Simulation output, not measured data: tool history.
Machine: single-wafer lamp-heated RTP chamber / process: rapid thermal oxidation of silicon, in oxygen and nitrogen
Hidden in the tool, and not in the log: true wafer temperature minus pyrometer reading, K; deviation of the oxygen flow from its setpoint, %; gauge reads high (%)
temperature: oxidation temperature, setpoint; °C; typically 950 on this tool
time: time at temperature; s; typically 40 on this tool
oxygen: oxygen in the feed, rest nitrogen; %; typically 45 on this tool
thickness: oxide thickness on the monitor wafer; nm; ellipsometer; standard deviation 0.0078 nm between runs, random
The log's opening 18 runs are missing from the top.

run,hour,temperature,time,oxygen,wafers since the last listed run,wafers since the last pyrometer calibration,hours since the oxygen flow controller was replaced,hours since the gauge calibration,"read-back reference wafer on the same gauge, thickness",thickness
19,1557.4,964,40,62,746,5653,5717.5,1927.5,2.829,3.605
20,1613.8,950,29,45,622,6276,5773.9,1983.9,2.831,2.811
21,1663.6,926,30,45,549,6826,5823.7,2033.7,2.828,2.616
# hour 1696.3: pyrometer window cleaned and pyrometer calibrated
# hour 1760.6: gauge calibrated
22,1911.4,950,40,45,2648,2375,6071.5,150.8,2.829,3.033
23,2005.3,960,33,45,1037,3412,6165.4,244.7,2.830,3.031
24,2076.7,979,51,29,788,4200,6236.8,316.1,2.828,3.486
25,2176.0,950,32,36,1096,5297,6336.1,415.4,2.828,2.765
26,2220.3,938,40,66,489,5786,6380.4,459.7,2.830,3.157
# hour 2316.6: oxygen flow controller replaced
27,2318.9,964,34,55,1000,6787,2.3,558.3,2.831,3.301
28,2383.5,950,40,45,713,7500,66.9,622.9,2.830,3.085
# hour 2404.5: pyrometer window cleaned and pyrometer calibrated
29,2424.3,950,40,45,362,218,107.7,663.7,2.831,3.014
30,2516.4,950,40,45,1017,1235,199.8,755.8,2.831,3.027
31,2592.4,922,30,55,839,2074,275.8,831.8,2.830,2.598
32,2737.6,960,28,34,1603,3678,421.0,977.0,2.828,2.752
33,2804.5,923,40,45,738,4417,487.9,1043.9,2.831,2.732
34,2876.4,950,40,53,794,5211,559.8,1115.8,2.830,3.170
35,2934.2,950,40,57,638,5849,617.6,1173.6,2.829,3.243
36,3038.3,950,40,45,1149,6999,721.7,1277.7,2.830,3.071
# hour 3073.4: pyrometer window cleaned and pyrometer calibrated
37,3099.5,933,53,21,587,288,782.9,1338.9,2.831,2.694

Branching from run 37: 3 alternative next runs. What would each branch give?
A,3099.9,950,34,45,4,292,783.3,1339.3,?,?
B,3099.9,933,40,36,4,292,783.3,1339.3,?,?
C,3099.9,921,47,31,4,292,783.3,1339.3,?,?

run,"read-back reference wafer on the same gauge, thickness",thickness
A,2.830,2.885
B,2.830,2.712
C,2.830,2.649
Had the tool no hidden state, the same runs would have come out as:
run,thickness
A,2.872
B,2.701
C,2.640
